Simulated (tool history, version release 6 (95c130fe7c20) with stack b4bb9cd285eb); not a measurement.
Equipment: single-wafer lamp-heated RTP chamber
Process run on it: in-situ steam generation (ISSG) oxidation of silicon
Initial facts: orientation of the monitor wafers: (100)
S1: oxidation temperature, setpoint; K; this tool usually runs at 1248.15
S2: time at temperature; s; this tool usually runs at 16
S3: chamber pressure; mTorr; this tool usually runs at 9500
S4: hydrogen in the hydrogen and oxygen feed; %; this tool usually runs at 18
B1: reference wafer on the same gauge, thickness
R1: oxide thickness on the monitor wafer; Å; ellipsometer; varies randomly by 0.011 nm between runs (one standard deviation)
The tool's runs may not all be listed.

| run | hour | S1 | S2 | S3 | S4 | B1 | R1 |
|---|---|---|---|---|---|---|---|
| 1 | 0 | 1248.15 | 16 | 8300 | 18 | 4.196 | 43.8 |
| 2 | 67.2 | 1248.15 | 16 | 9500 | 18 | 4.188 | 43.39 |
| 3 | 147.5 | 1248.15 | 16 | 9500 | 18 | 4.19 | 43.4 |
|  | 206.3 | pressure gauge zeroed |
| 4 | 242.1 | 1248.15 | 16 | 9500 | 18 | 4.193 | 43.4 |
| 5 | 297.5 | 1248.15 | 16 | 9500 | 18 | 4.186 | 43.66 |
|  | 337.3 | pyrometer window cleaned and pyrometer calibrated |
| 6 | 399.1 | 1248.15 | 16 | 9500 | 18 | 4.185 | 43.21 |
| 7 | 447.8 | 1248.15 | 16 | 9500 | 18 | 4.189 | 43.56 |
| 8 | 538.8 | 1238.15 | 16 | 9500 | 13 | 4.187 | 39.19 |
| 9 | 606.8 | 1238.15 | 16 | 9500 | 13 | 4.187 | 39.23 |
| 10 | 709.9 | 1248.15 | 11 | 10200 | 18 | 4.187 | 36.85 |
|  | 764.7 | pyrometer window cleaned and pyrometer calibrated |
| 11 | 807 | 1248.15 | 16 | 9900 | 26 | 4.193 | 47.49 |
|  | 839.3 | gauge calibrated |
|  | 913.7 | hydrogen flow controller replaced |
| 12 | 979.7 | 1248.15 | 16 | 9900 | 26 | 4.191 | 47.9 |
| 13 | 1052.9 | 1248.15 | 16 | 9900 | 26 | 4.191 | 47.74 |
| 14 | 1111.3 | 1248.15 | 16 | 9500 | 18 | 4.191 | 44.34 |
|  | 1179.2 | pyrometer window cleaned and pyrometer calibrated, repeated, since the last time left the tool worse |
| 15 | 1179.7 | 1260.15 | 20 | 9500 | 13 | 4.191 | 46.25 |
| 16 | 1220 | 1248.15 | 16 | 9500 | 11 | 4.192 | 38.71 |
| 17 | 1326.7 | 1260.15 | 16 | 8100 | 18 | 4.196 | 45.76 |
| 18 | 1376.2 | 1248.15 | 22 | 9500 | 15 | 4.19 | 47.96 |
| 19 | 1483.3 | 1248.15 | 16 | 9500 | 18 | 4.192 | 43.46 |
| 20 | 1559 | 1241.15 | 16 | 9500 | 12 | 4.196 | 38.99 |
|  | 1608.2 | pyrometer window cleaned and pyrometer calibrated |
| 21 | 1649.4 | 1248.15 | 13 | 10200 | 15 | 4.188 | 37.7 |
| 22 | 1731.9 | 1248.15 | 16 | 9500 | 18 | 4.194 | 43.31 |
|  | 1779.2 | pressure gauge zeroed |
| 23 | 1820.2 | 1248.15 | 16 | 9500 | 18 | 4.192 | 43.29 |
| 24 | 1914.6 | 1248.15 | 16 | 10200 | 18 | 4.192 | 42.96 |
| 25 | 1952.6 | 1248.15 | 14 | 10200 | 23 | 4.196 | 42.61 |
|  | 2012 | pyrometer window cleaned and pyrometer calibrated |
| 26 | 2028 | 1248.15 | 16 | 9500 | 18 | 4.186 | 43.14 |
| 27 | 2189.1 | 1258.15 | 16 | 9500 | 18 | 4.188 | 44.62 |
| 28 | 2276.6 | 1248.15 | 16 | 9500 | 18 | 4.191 | 43.56 |

The same runs without the tool's hidden state, with the same run-to-run variation:
Hidden state at play: true wafer temperature minus pyrometer reading, K; true pressure minus gauge reading, Torr; deviation of the hydrogen flow from its setpoint, %; gauge reads high (%).
| run | R1 |
|---|---|
| 1 | 43.63 |
| 2 | 43.15 |
| 3 | 43.08 |
| 4 | 42.97 |
| 5 | 43.17 |
| 6 | 43.07 |
| 7 | 43.37 |
| 8 | 38.95 |
| 9 | 38.93 |
| 10 | 36.5 |
| 11 | 46.39 |
| 12 | 46.58 |
| 13 | 46.34 |
| 14 | 42.97 |
| 15 | 46.21 |
| 16 | 38.64 |
| 17 | 45.53 |
| 18 | 47.65 |
| 19 | 43.1 |
| 20 | 38.61 |
| 21 | 37.62 |
| 22 | 43.12 |
| 23 | 43.01 |
| 24 | 42.58 |
| 25 | 42.21 |
| 26 | 43.07 |
| 27 | 44.35 |
| 28 | 43.22 |
